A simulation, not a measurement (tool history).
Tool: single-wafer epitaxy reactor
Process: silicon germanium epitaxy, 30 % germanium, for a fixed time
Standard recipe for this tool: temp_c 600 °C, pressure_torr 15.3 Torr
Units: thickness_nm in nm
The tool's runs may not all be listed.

| run | hour | temp_c | pressure_torr | wafers since the last listed run | hours since the last pyrometer calibration | hours since the last manometer calibration | hours since the showerhead was replaced | hours since the gauge calibration | read-back reference wafer on the same gauge, thickness_nm | thickness_nm |
|---|---|---|---|---|---|---|---|---|---|---|
| 1 | 0.0 | 594 | 15.3 | 0 | 1036.5 | 1600.8 | 5458.7 | 98.4 | 56.870 | 48.070 |
| 2 | 6.3 | 594 | 15.3 | 133 | 1042.8 | 1607.1 | 5465.0 | 104.7 | 56.792 | 47.236 |
| 3 | 16.0 | 600 | 15.3 | 205 | 1052.5 | 1616.8 | 5474.7 | 114.4 | 56.730 | 54.468 |
| 4 | 29.9 | 600 | 15.3 | 294 | 1066.4 | 1630.7 | 5488.6 | 128.3 | 56.855 | 54.139 |
|  | 37.1 | gauge calibrated |
| 5 | 38.3 | 600 | 15.3 | 178 | 1074.8 | 1639.1 | 5497.0 | 1.2 | 56.790 | 53.697 |
| 6 | 50.1 | 600 | 15.3 | 250 | 1086.6 | 1650.9 | 5508.8 | 13.0 | 56.819 | 53.504 |
| 7 | 63.2 | 600 | 15.3 | 277 | 1099.7 | 1664.0 | 5521.9 | 26.1 | 56.853 | 53.697 |
| 8 | 74.7 | 600 | 15.3 | 243 | 1111.2 | 1675.5 | 5533.4 | 37.6 | 56.828 | 54.061 |
| 9 | 83.0 | 600 | 15.3 | 175 | 1119.5 | 1683.8 | 5541.7 | 45.9 | 56.849 | 53.420 |
| 10 | 92.7 | 600 | 15.3 | 205 | 1129.2 | 1693.5 | 5551.4 | 55.6 | 56.825 | 53.188 |
| 11 | 99.5 | 611 | 18.7 | 144 | 1136.0 | 1700.3 | 5558.2 | 62.4 | 56.803 | 71.690 |
| 12 | 114.2 | 594 | 17.6 | 311 | 1150.7 | 1715.0 | 5572.9 | 77.1 | 56.787 | 48.993 |
|  | 126.4 | showerhead replaced, of another model than before |
| 13 | 126.9 | 594 | 15.3 | 99 | 1163.4 | 1727.7 | 0.5 | 89.8 | 56.780 | 46.364 |
|  | 140.9 | pyrometer calibrated |
|  | 142.5 | capacitance manometer re-zeroed and calibrated |
| 14 | 143.0 | 596 | 16.6 | 137 | 2.1 | 0.5 | 16.6 | 105.9 | 56.812 | 56.383 |
| 15 | 148.7 | 600 | 15.3 | 120 | 7.8 | 6.2 | 22.3 | 111.6 | 56.808 | 58.946 |
| 16 | 164.0 | 600 | 15.3 | 324 | 23.1 | 21.5 | 37.6 | 126.9 | 56.789 | 59.104 |
|  | 172.5 | gauge calibrated |
| 17 | 176.1 | 600 | 15.3 | 256 | 35.2 | 33.6 | 49.7 | 3.6 | 56.800 | 59.121 |
| 18 | 193.1 | 600 | 12.2 | 360 | 52.2 | 50.6 | 66.7 | 20.6 | 56.827 | 52.760 |
| 19 | 205.1 | 608 | 15.3 | 254 | 64.2 | 62.6 | 78.7 | 32.6 | 56.871 | 69.647 |
| 20 | 218.1 | 611 | 19.0 | 275 | 77.2 | 75.6 | 91.7 | 45.6 | 56.740 | 81.233 |

4 ways to go on from here, each from the tool as it stands after run 20. What would each give?
| A | 218.5 | 600 | 15.3 | 8 | 77.6 | 76.0 | 92.1 | 46.0 | ? | ? |
| B | 218.5 | 605 | 13.9 | 8 | 77.6 | 76.0 | 92.1 | 46.0 | ? | ? |
| C | 218.5 | 606 | 13.9 | 8 | 77.6 | 76.0 | 92.1 | 46.0 | ? | ? |
| D | 218.5 | 595 | 15.3 | 8 | 77.6 | 76.0 | 92.1 | 46.0 | ? | ? |

| run | read-back reference wafer on the same gauge, thickness_nm | thickness_nm |
|---|---|---|
| A | 56.792 | 59.135 |
| B | 56.792 | 62.623 |
| C | 56.792 | 63.923 |
| D | 56.792 | 53.245 |
Had the tool no hidden state, the same runs would have come out as:
| run | thickness_nm |
|---|---|
| A | 59.672 |
| B | 63.184 |
| C | 64.494 |
| D | 53.735 |

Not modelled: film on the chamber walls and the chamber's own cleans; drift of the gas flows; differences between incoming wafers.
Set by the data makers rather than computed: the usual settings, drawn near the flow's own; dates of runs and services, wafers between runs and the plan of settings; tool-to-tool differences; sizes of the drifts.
